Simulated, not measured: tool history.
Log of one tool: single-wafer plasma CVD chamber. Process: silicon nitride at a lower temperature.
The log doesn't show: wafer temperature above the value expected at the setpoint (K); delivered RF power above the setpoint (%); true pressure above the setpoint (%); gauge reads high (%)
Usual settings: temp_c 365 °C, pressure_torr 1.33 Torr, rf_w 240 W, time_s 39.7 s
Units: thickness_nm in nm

run   hour  temp_c  pressure_torr  rf_w  time_s  wafers since the last listed run  hours since the last thermocouple change  hours since the last RF generator calibration  hours since the last manometer calibration  hours since the showerhead was replaced  hours since the gauge calibration  read-back reference wafer on the same gauge, thickness_nm  thickness_nm
  1      0     372           1.33   240    39.7                                 0                                    1330.5                                         2002.3                                      2392.5                                   2924.8                             1657.8                                                     42.927        36.966
  2   44.7     365           1.33   240    39.7                              1240                                    1375.2                                           2047                                      2437.2                                   2969.5                             1702.5                                                     42.955        36.909
  3  101.5     365           1.33   210    39.7                              1576                                      1432                                         2103.8                                        2494                                   3026.3                             1759.3                                                     42.924        32.231
  4  160.5     365           1.33   210    39.7                              1637                                      1491                                         2162.8                                        2553                                   3085.3                             1818.3                                                     42.922        32.272
  5  222.6     365           1.33   210    39.7                              1723                                    1553.1                                         2224.9                                      2615.1                                   3147.4                             1880.4                                                     42.871        32.481
     245.8  -- RF generator calibrated
  6  247.8     365           1.33   220    39.7                               477                                    1578.3                                              2                                      2640.3                                   3172.6                             1905.6                                                     42.864        33.853
  7  310.2     365           1.33   240    39.7                              1732                                    1640.7                                           64.4                                      2702.7                                     3235                               1968                                                       42.9        36.987
  8  369.6     365           1.33   240    39.7                              1648                                    1700.1                                          123.8                                      2762.1                                   3294.4                             2027.4                                                     42.896        36.689
     390.1  -- gauge calibrated
  9  414.6     365           1.57   240    39.7                              1249                                    1745.1                                          168.8                                      2807.1                                   3339.4                               24.5                                                     42.888        38.438
     437.3  -- showerhead replaced
 10  439.7     365           1.57   240    39.7                               474                                    1770.2                                          193.9                                      2832.2                                      2.4                               49.6                                                     42.888        38.106
 11  496.6     365           1.57   240    39.7                              1579                                    1827.1                                          250.8                                      2889.1                                     59.3                              106.5                                                     42.968        38.369
       512  -- capacitance manometer re-zeroed and calibrated
 12  533.1     365           1.33   240    39.7                               791                                    1863.6                                          287.3                                        21.1                                     95.8                                143                                                     42.882        36.818
     569.3  -- thermocouple changed; heater temperature recalibrated
 13  569.8     365           1.33   240    39.7                               796                                       0.5                                            324                                        57.8                                    132.5                              179.7                                                     42.889        36.822
 14  633.8     352           1.33   225      36                              1776                                      64.5                                            388                                       121.8                                    196.5                              243.7                                                     42.882        31.385
 15  681.8     370           1.33   240    39.7                              1332                                     112.5                                            436                                       169.8                                    244.5                              291.7                                                     42.904          36.9
 16  736.8     365           1.42   240    33.5                              1526                                     167.5                                            491                                       224.8                                    299.5                              346.7                                                     42.934        31.541
 17  794.2     379           1.06   240    36.6                              1593                                     224.9                                          548.4                                       282.2                                    356.9                              404.1                                                     42.892        32.373
 18    822     378           1.33   195    39.7                               771                                     252.7                                          576.2                                         310                                    384.7                              431.9                                                     42.906        29.717
 19  882.9     365           1.33   240    39.7                              1690                                     313.6                                          637.1                                       370.9                                    445.6                              492.8                                                     42.894         36.88

The next listed run, before its measurement:
 20  933.8     369           1.56   225    34.5                              1412                                     364.5                                            688                                       421.8                                    496.5                              543.7                                                          ?             ?

Run 20 gave read-back reference wafer on the same gauge, thickness_nm 42.895, thickness_nm 31.01 nm.
Without the tool's hidden state the same run would have given thickness_nm 31.01 nm.
